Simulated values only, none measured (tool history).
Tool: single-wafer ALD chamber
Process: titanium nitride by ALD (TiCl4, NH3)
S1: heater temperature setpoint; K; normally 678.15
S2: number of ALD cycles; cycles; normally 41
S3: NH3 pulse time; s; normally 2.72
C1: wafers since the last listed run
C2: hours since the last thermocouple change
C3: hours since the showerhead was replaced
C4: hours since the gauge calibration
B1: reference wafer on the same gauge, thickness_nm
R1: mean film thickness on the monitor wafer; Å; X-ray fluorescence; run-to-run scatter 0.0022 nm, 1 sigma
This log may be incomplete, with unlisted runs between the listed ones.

run 1 hour=0 | S1=678.15 S2=41 S3=2.72 | C1=0 C2=2462.5 C3=5643.2 C4=89.9 | B1=0.812 | R1=8.9
run 2 hour=25.5 | S1=674.15 S2=41 S3=2.28 | C1=149 C2=2488 C3=5668.7 C4=115.4 | B1=0.813 | R1=8.82
run 3 hour=80.5 | S1=674.15 S2=41 S3=2.28 | C1=322 C2=2543 C3=5723.7 C4=170.4 | B1=0.812 | R1=8.86
run 4 hour=112.4 | S1=674.15 S2=41 S3=2.28 | C1=186 C2=2574.9 C3=5755.6 C4=202.3 | B1=0.811 | R1=8.86
run 5 hour=138.9 | S1=685.15 S2=41 S3=2.72 | C1=155 C2=2601.4 C3=5782.1 C4=228.8 | B1=0.812 | R1=8.91
run 6 hour=195.3 | S1=678.15 S2=37 S3=2.72 | C1=330 C2=2657.8 C3=5838.5 C4=285.2 | B1=0.812 | R1=8.04
run 7 hour=233.8 | S1=678.15 S2=41 S3=2.72 | C1=225 C2=2696.3 C3=5877 C4=323.7 | B1=0.811 | R1=8.89
-- hour=252.7 gauge calibrated
-- hour=271.6 thermocouple changed; heater temperature recalibrated
run 8 hour=272.1 | S1=678.15 S2=41 S3=2.72 | C1=177 C2=0.5 C3=5915.3 C4=19.4 | B1=0.812 | R1=8.88
run 9 hour=329.2 | S1=678.15 S2=41 S3=2.72 | C1=334 C2=57.6 C3=5972.4 C4=76.5 | B1=0.812 | R1=8.88
run 10 hour=384.3 | S1=671.15 S2=49 S3=3.66 | C1=322 C2=112.7 C3=6027.5 C4=131.6 | B1=0.812 | R1=10.68
run 11 hour=442.6 | S1=668.15 S2=46 S3=3.72 | C1=341 C2=171 C3=6085.8 C4=189.9 | B1=0.811 | R1=10.02
run 12 hour=509.6 | S1=672.15 S2=33 S3=1.87 | C1=392 C2=238 C3=6152.8 C4=256.9 | B1=0.812 | R1=7.09
run 13 hour=556.8 | S1=678.15 S2=41 S3=2.72 | C1=276 C2=285.2 C3=6200 C4=304.1 | B1=0.813 | R1=8.9
-- hour=617.9 showerhead replaced
run 14 hour=622.9 | S1=684.15 S2=37 S3=1.75 | C1=340 C2=351.3 C3=5 C4=370.2 | B1=0.813 | R1=7.97
-- hour=653.4 gauge calibrated
run 15 hour=663 | S1=685.15 S2=41 S3=2.4 | C1=234 C2=391.4 C3=45.1 C4=9.6 | B1=0.812 | R1=8.92
run 16 hour=702.1 | S1=667.15 S2=38 S3=2.72 | C1=229 C2=430.5 C3=84.2 C4=48.7 | B1=0.812 | R1=8.22
run 17 hour=739.9 | S1=665.15 S2=41 S3=2.72 | C1=221 C2=468.3 C3=122 C4=86.5 | B1=0.813 | R1=8.86
run 18 hour=804 | S1=678.15 S2=41 S3=3.65 | C1=375 C2=532.4 C3=186.1 C4=150.6 | B1=0.812 | R1=8.94

Consider 3 possible next runs. They are alternatives, not a sequence: every one starts from the tool as it was left by run 18. What does each give?
run A hour=804.5 | S1=678.15 S2=41 S3=2.72 | C1=2 C2=532.9 C3=186.6 C4=151.1 | B1=? | R1=?
run B hour=804.5 | S1=685.15 S2=46 S3=1.81 | C1=2 C2=532.9 C3=186.6 C4=151.1 | B1=? | R1=?
run C hour=804.5 | S1=688.15 S2=44 S3=3.48 | C1=2 C2=532.9 C3=186.6 C4=151.1 | B1=? | R1=?

run=A B1=0.812 R1=8.92
run=B B1=0.812 R1=9.96
run=C B1=0.812 R1=9.63
With no hidden state in the tool, these same runs would have given:
run=A R1=8.92
run=B R1=9.96
run=C R1=9.63
